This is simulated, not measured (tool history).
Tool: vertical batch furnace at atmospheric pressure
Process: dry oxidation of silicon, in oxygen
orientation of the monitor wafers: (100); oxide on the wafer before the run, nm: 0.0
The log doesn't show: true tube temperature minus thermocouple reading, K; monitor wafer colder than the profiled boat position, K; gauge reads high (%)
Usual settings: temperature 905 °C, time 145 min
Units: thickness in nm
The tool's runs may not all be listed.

run,hour,temperature,time,wafers since the last listed run,hours since the last temperature calibration,hours since the boat lift was adjusted,hours since the gauge calibration,"read-back reference wafer on the same gauge, thickness",thickness
1,0,905,145,0,1710.4,4670.9,719.8,40.01,42.6
2,34.8,905,119.5,276,1745.2,4705.7,754.6,39.98,37.38
3,56.3,905,115.5,170,1766.7,4727.2,776.1,40.01,36.6
4,89.3,905,126,262,1799.7,4760.2,809.1,40.01,38.73
5,120,905,126,244,1830.4,4790.9,839.8,39.97,38.76
6,150,905,145,238,1860.4,4820.9,869.8,40.01,42.79
7,177.1,905,145,215,1887.5,4848,896.9,40,42.75
8,197.5,905,145,162,1907.9,4868.4,917.3,39.99,42.79
# hour 236: boat lift adjusted
9,236.5,905,94.5,119,1946.9,0.5,956.3,39.99,31.89
10,251.7,905,94.5,120,1962.1,15.7,971.5,39.99,31.83
# hour 299.2: thermocouples replaced and temperature profile calibrated
11,299.7,905,145,190,0.5,63.7,1019.5,40.03,40.49
12,305.9,905,145,49,6.7,69.9,1025.7,39.99,40.74
13,337.6,905,145,252,38.4,101.6,1057.4,39.98,40.95
14,354.1,905,145,131,54.9,118.1,1073.9,40,41.01
15,371.4,905,145,137,72.2,135.4,1091.2,40.01,40.82
16,406.6,905,145,279,107.4,170.6,1126.4,39.99,40.99
17,427.1,905,145,162,127.9,191.1,1146.9,39.98,41.37
18,449.1,920,126,174,149.9,213.1,1168.9,39.99,43.73
19,474.3,881,193,200,175.1,238.3,1194.1,40.01,38.59
20,495.4,917,196.5,167,196.2,259.4,1215.2,40.01,58.59
21,530.4,905,126,278,231.2,294.4,1250.2,40.03,37.68
22,543.7,918,183,105,244.5,307.7,1263.5,40.01,56.52
# hour 555.8: gauge calibrated
23,574.4,883,193,244,275.2,338.4,18.6,39.97,40.12
24,600.4,895,211.5,206,301.2,364.4,44.6,39.98,48.53
25,625.4,892,199,198,326.2,389.4,69.6,40.01,44.93
26,650.9,896,117,202,351.7,414.9,95.1,40.04,32.72
27,699.1,922,145,383,399.9,463.1,143.3,39.99,50.38
28,711.3,905,145,96,412.1,475.3,155.5,40,42.13
29,736.3,905,108,198,437.1,500.3,180.5,39.99,34.18
30,754.8,905,145,147,455.6,518.8,199,40.01,42.08
31,777.8,905,126,182,478.6,541.8,222,39.98,38.24
32,811.8,891,123,270,512.6,575.8,256,39.99,32.17
33,841.4,884,145,235,542.2,605.4,285.6,40,33.8
34,855.6,905,145,112,556.4,619.6,299.8,39.99,41.93
35,881.8,905,145,208,582.6,645.8,326,40.03,41.86
36,894.9,891,205.5,104,595.7,658.9,339.1,40.02,46.08
37,918.9,925,145,190,619.7,682.9,363.1,39.98,52.04
38,938.6,905,110.5,156,639.4,702.6,382.8,39.99,35.06
39,951,905,96,98,651.8,715,395.2,39.99,31.98
40,983.6,929,213.5,259,684.4,747.6,427.8,40,72.49

3 ways to go on from here, each from the tool as it stands after run 40. What would each give?
A,989.9,905,145,50,690.7,753.9,434.1,?,?
B,989.9,920,111.5,50,690.7,753.9,434.1,?,?
C,989.9,905,165,50,690.7,753.9,434.1,?,?

run,"read-back reference wafer on the same gauge, thickness",thickness
A,39.98,42.26
B,39.98,41.16
C,39.98,46.27
Without the tool's hidden state the same runs would have given:
run,thickness
A,40.55
B,39.56
C,44.37

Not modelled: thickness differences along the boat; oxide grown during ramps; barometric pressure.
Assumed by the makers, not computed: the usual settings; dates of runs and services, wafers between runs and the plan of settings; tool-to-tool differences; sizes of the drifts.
